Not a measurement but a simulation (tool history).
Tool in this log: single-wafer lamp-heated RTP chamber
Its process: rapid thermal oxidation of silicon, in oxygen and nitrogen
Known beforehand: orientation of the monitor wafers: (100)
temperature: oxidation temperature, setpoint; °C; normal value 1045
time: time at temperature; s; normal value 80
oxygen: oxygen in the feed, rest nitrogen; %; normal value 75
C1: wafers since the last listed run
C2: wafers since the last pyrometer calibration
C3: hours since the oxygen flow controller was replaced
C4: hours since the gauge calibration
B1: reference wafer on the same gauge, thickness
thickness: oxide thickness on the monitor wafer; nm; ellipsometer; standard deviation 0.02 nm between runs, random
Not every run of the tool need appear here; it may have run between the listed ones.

{"run": 1, "hour": 0.0, "temperature": 1045, "time": 80, "oxygen": 75, "C1": 0, "C2": 7675, "C3": 2200.6, "C4": 116.3, "B1": 10.137, "thickness": 9.019}
{"run": 2, "hour": 48.8, "temperature": 1045, "time": 80, "oxygen": 75, "C1": 364, "C2": 8040, "C3": 2249.4, "C4": 165.1, "B1": 10.14, "thickness": 9.043}
{"run": 3, "hour": 62.0, "temperature": 1045, "time": 80, "oxygen": 75, "C1": 98, "C2": 8139, "C3": 2262.6, "C4": 178.3, "B1": 10.142, "thickness": 9.053}
{"run": 4, "hour": 77.0, "temperature": 1045, "time": 101, "oxygen": 66, "C1": 112, "C2": 8251, "C3": 2277.6, "C4": 193.3, "B1": 10.142, "thickness": 9.647}
{"hour": 96.0, "done": "pyrometer window cleaned and pyrometer calibrated"}
{"run": 5, "hour": 96.5, "temperature": 1027, "time": 80, "oxygen": 75, "C1": 85, "C2": 3, "C3": 2297.1, "C4": 212.8, "B1": 10.136, "thickness": 7.471}
{"run": 6, "hour": 100.5, "temperature": 1027, "time": 80, "oxygen": 75, "C1": 29, "C2": 33, "C3": 2301.1, "C4": 216.8, "B1": 10.136, "thickness": 7.515}
{"run": 7, "hour": 109.0, "temperature": 1027, "time": 80, "oxygen": 75, "C1": 63, "C2": 96, "C3": 2309.6, "C4": 225.3, "B1": 10.141, "thickness": 7.511}
{"run": 8, "hour": 121.8, "temperature": 1045, "time": 66, "oxygen": 88, "C1": 95, "C2": 192, "C3": 2322.4, "C4": 238.1, "B1": 10.142, "thickness": 8.275}
{"run": 9, "hour": 139.5, "temperature": 1021, "time": 80, "oxygen": 85, "C1": 132, "C2": 324, "C3": 2340.1, "C4": 255.8, "B1": 10.137, "thickness": 7.518}
{"hour": 153.8, "done": "oxygen flow controller replaced"}
{"run": 10, "hour": 154.3, "temperature": 1024, "time": 103, "oxygen": 75, "C1": 50, "C2": 375, "C3": 0.5, "C4": 270.6, "B1": 10.145, "thickness": 8.293}
{"hour": 179.6, "done": "gauge calibrated"}
{"run": 11, "hour": 194.4, "temperature": 1027, "time": 120, "oxygen": 46, "C1": 299, "C2": 675, "C3": 40.6, "C4": 14.8, "B1": 10.144, "thickness": 7.653}
{"run": 12, "hour": 211.7, "temperature": 1045, "time": 70, "oxygen": 75, "C1": 129, "C2": 804, "C3": 57.9, "C4": 32.1, "B1": 10.138, "thickness": 8.058}
{"run": 13, "hour": 228.1, "temperature": 1033, "time": 52, "oxygen": 61, "C1": 122, "C2": 927, "C3": 74.3, "C4": 48.5, "B1": 10.14, "thickness": 6.082}
{"run": 14, "hour": 237.2, "temperature": 1045, "time": 80, "oxygen": 75, "C1": 68, "C2": 995, "C3": 83.4, "C4": 57.6, "B1": 10.145, "thickness": 8.573}

Below are 5 alternative next runs, each starting from the tool's condition after run 14. Predict each:
{"run": "A", "hour": 237.7, "temperature": 1045, "time": 80, "oxygen": 67, "C1": 3, "C2": 999, "C3": 83.9, "C4": 58.1, "B1": "?", "thickness": "?"}
{"run": "B", "hour": 237.7, "temperature": 1061, "time": 98, "oxygen": 64, "C1": 3, "C2": 999, "C3": 83.9, "C4": 58.1, "B1": "?", "thickness": "?"}
{"run": "C", "hour": 237.7, "temperature": 1059, "time": 80, "oxygen": 98, "C1": 3, "C2": 999, "C3": 83.9, "C4": 58.1, "B1": "?", "thickness": "?"}
{"run": "D", "hour": 237.7, "temperature": 1023, "time": 96, "oxygen": 88, "C1": 3, "C2": 999, "C3": 83.9, "C4": 58.1, "B1": "?", "thickness": "?"}
{"run": "E", "hour": 237.7, "temperature": 1045, "time": 118, "oxygen": 75, "C1": 3, "C2": 999, "C3": 83.9, "C4": 58.1, "B1": "?", "thickness": "?"}

run=A B1=10.138 thickness=8.228
run=B B1=10.138 thickness=9.895
run=C B1=10.138 thickness=10.38
run=D B1=10.138 thickness=8.44
run=E B1=10.138 thickness=10.228
Without the tool's unlogged condition, the same runs would have read:
run=A thickness=8.142
run=B thickness=9.794
run=C thickness=10.274
run=D thickness=8.349
run=E thickness=10.121
